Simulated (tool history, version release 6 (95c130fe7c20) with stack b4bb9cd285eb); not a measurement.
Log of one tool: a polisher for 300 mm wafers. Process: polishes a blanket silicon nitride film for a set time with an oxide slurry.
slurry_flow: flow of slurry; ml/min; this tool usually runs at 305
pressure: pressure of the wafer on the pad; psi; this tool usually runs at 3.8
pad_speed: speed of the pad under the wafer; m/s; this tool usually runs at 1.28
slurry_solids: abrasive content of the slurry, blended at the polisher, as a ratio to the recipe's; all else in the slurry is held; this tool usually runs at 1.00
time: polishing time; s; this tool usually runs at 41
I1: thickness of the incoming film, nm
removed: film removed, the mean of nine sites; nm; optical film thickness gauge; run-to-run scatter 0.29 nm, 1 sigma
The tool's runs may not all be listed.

run 1 hour=0.0 | slurry_flow=305 pressure=3.8 pad_speed=1.28 slurry_solids=1.00 time=41 | I1=461.4 | removed=37.9
run 2 hour=12.8 | slurry_flow=305 pressure=3.8 pad_speed=1.28 slurry_solids=1.00 time=41 | I1=473.4 | removed=36.9
-- hour=18.1 worn pad replaced by a new one
run 3 hour=25.2 | slurry_flow=305 pressure=3.8 pad_speed=1.28 slurry_solids=1.15 time=41 | I1=476.9 | removed=39.9
run 4 hour=39.8 | slurry_flow=305 pressure=3.8 pad_speed=1.28 slurry_solids=1.15 time=41 | I1=470.0 | removed=39.8
run 5 hour=51.5 | slurry_flow=305 pressure=3.8 pad_speed=1.28 slurry_solids=1.00 time=41 | I1=476.1 | removed=36.5
run 6 hour=96.0 | slurry_flow=305 pressure=3.8 pad_speed=1.28 slurry_solids=1.00 time=41 | I1=463.1 | removed=37.2
-- hour=101.3 worn pad replaced by a new one
-- hour=104.3 conditioning disc replaced and pad reconditioned
run 7 hour=104.8 | slurry_flow=305 pressure=3.8 pad_speed=1.28 slurry_solids=1.00 time=41 | I1=472.2 | removed=36.8
-- hour=108.6 slurry blender recalibrated
run 8 hour=109.7 | slurry_flow=305 pressure=3.8 pad_speed=1.28 slurry_solids=1.00 time=41 | I1=474.5 | removed=38.3
-- hour=117.8 slurry nozzle cleaned
run 9 hour=122.4 | slurry_flow=305 pressure=3.8 pad_speed=1.28 slurry_solids=1.00 time=41 | I1=464.8 | removed=37.0
run 10 hour=137.8 | slurry_flow=305 pressure=3.8 pad_speed=1.28 slurry_solids=1.00 time=41 | I1=467.9 | removed=37.4
-- hour=142.9 head pressure recalibrated
run 11 hour=148.7 | slurry_flow=405 pressure=2.5 pad_speed=1.06 slurry_solids=1.00 time=53 | I1=467.1 | removed=32.8
run 12 hour=158.2 | slurry_flow=305 pressure=5.1 pad_speed=1.06 slurry_solids=1.20 time=36 | I1=470.8 | removed=39.1
run 13 hour=171.5 | slurry_flow=240 pressure=3.4 pad_speed=0.86 slurry_solids=0.75 time=41 | I1=470.9 | removed=22.3
run 14 hour=177.8 | slurry_flow=305 pressure=3.8 pad_speed=1.28 slurry_solids=1.00 time=41 | I1=470.5 | removed=36.8
run 15 hour=194.1 | slurry_flow=305 pressure=3.8 pad_speed=1.28 slurry_solids=1.00 time=41 | I1=470.4 | removed=36.7
run 16 hour=202.9 | slurry_flow=375 pressure=4.8 pad_speed=1.28 slurry_solids=1.00 time=30 | I1=465.1 | removed=32.4
-- hour=209.0 worn pad replaced by a new one
run 17 hour=217.8 | slurry_flow=305 pressure=3.8 pad_speed=1.28 slurry_solids=1.30 time=41 | I1=467.4 | removed=41.1
-- hour=248.3 slurry blender recalibrated
run 18 hour=270.8 | slurry_flow=305 pressure=3.8 pad_speed=1.54 slurry_solids=1.00 time=41 | I1=467.4 | removed=42.7
run 19 hour=277.7 | slurry_flow=305 pressure=3.8 pad_speed=1.28 slurry_solids=1.00 time=41 | I1=477.7 | removed=36.8
run 20 hour=295.0 | slurry_flow=240 pressure=3.8 pad_speed=1.28 slurry_solids=1.20 time=41 | I1=473.1 | removed=39.6
-- hour=300.6 worn pad replaced by a new one
run 21 hour=304.6 | slurry_flow=305 pressure=3.8 pad_speed=1.42 slurry_solids=1.00 time=41 | I1=473.2 | removed=39.6
run 22 hour=315.6 | slurry_flow=215 pressure=3.8 pad_speed=1.12 slurry_solids=0.90 time=41 | I1=469.5 | removed=31.5

Predict the results of run 23:
run 23 hour=330.8 | slurry_flow=305 pressure=2.7 pad_speed=1.28 slurry_solids=1.00 time=41 | I1=468.9 | removed=?

Logged for run 23: removed 29.4 nm.
Were there no unlogged condition in the tool, this run, its random variation unchanged, would have produced removed 30.5 nm.
